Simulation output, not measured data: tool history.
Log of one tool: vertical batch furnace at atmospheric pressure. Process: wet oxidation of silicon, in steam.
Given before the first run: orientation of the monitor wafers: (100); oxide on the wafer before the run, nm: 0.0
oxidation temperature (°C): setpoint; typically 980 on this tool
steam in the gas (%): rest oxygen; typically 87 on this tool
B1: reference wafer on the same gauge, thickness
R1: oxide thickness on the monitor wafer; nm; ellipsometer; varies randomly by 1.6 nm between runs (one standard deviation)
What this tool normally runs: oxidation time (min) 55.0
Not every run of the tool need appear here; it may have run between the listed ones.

{"run": 1, "hour": 0.0, "oxidation temperature (°C)": 969, "oxidation time (min)": 55.0, "steam in the gas (%)": 87, "B1": 312.5, "R1": 270.34}
{"run": 2, "hour": 9.9, "oxidation temperature (°C)": 980, "oxidation time (min)": 55.0, "steam in the gas (%)": 87, "B1": 312.91, "R1": 299.2}
{"run": 3, "hour": 23.4, "oxidation temperature (°C)": 980, "oxidation time (min)": 55.0, "steam in the gas (%)": 87, "B1": 312.86, "R1": 298.3}
{"run": 4, "hour": 43.1, "oxidation temperature (°C)": 980, "oxidation time (min)": 55.0, "steam in the gas (%)": 87, "B1": 313.13, "R1": 298.05}
{"run": 5, "hour": 56.2, "oxidation temperature (°C)": 980, "oxidation time (min)": 55.0, "steam in the gas (%)": 87, "B1": 313.48, "R1": 300.73}
{"run": 6, "hour": 66.7, "oxidation temperature (°C)": 980, "oxidation time (min)": 64.5, "steam in the gas (%)": 87, "B1": 312.99, "R1": 334.25}
{"run": 7, "hour": 99.1, "oxidation temperature (°C)": 980, "oxidation time (min)": 64.5, "steam in the gas (%)": 87, "B1": 313.46, "R1": 336.73}
{"run": 8, "hour": 103.8, "oxidation temperature (°C)": 980, "oxidation time (min)": 64.5, "steam in the gas (%)": 87, "B1": 312.98, "R1": 333.59}
{"run": 9, "hour": 108.5, "oxidation temperature (°C)": 980, "oxidation time (min)": 81.5, "steam in the gas (%)": 84, "B1": 313.7, "R1": 387.19}
{"run": 10, "hour": 113.2, "oxidation temperature (°C)": 980, "oxidation time (min)": 55.0, "steam in the gas (%)": 87, "B1": 312.42, "R1": 298.42}
{"run": 11, "hour": 118.0, "oxidation temperature (°C)": 980, "oxidation time (min)": 37.0, "steam in the gas (%)": 77, "B1": 313.06, "R1": 199.46}
{"run": 12, "hour": 158.6, "oxidation temperature (°C)": 980, "oxidation time (min)": 44.5, "steam in the gas (%)": 87, "B1": 312.85, "R1": 254.76}
{"run": 13, "hour": 163.3, "oxidation temperature (°C)": 980, "oxidation time (min)": 55.0, "steam in the gas (%)": 87, "B1": 312.68, "R1": 296.84}
{"run": 14, "hour": 176.9, "oxidation temperature (°C)": 974, "oxidation time (min)": 55.0, "steam in the gas (%)": 87, "B1": 313.66, "R1": 286.17}
{"run": 15, "hour": 190.1, "oxidation temperature (°C)": 980, "oxidation time (min)": 55.0, "steam in the gas (%)": 87, "B1": 312.99, "R1": 296.98}
{"run": 16, "hour": 197.9, "oxidation temperature (°C)": 957, "oxidation time (min)": 55.0, "steam in the gas (%)": 87, "B1": 313.18, "R1": 241.13}
{"run": 17, "hour": 213.9, "oxidation temperature (°C)": 980, "oxidation time (min)": 28.0, "steam in the gas (%)": 97, "B1": 313.15, "R1": 193.41}

Not shown: 3 entries that the log had between the listed runs. Between which runs, and how does the tool's hidden state differ before and after?
Logged between run 6 and run 7: steam generator serviced (hour 98.6)
  the hidden state is the same at both runs
Logged between run 11 and run 12: gauge calibrated (hour 139.0); thermocouples replaced and temperature profile calibrated (hour 158.1)
  the hidden state is the same at both runs

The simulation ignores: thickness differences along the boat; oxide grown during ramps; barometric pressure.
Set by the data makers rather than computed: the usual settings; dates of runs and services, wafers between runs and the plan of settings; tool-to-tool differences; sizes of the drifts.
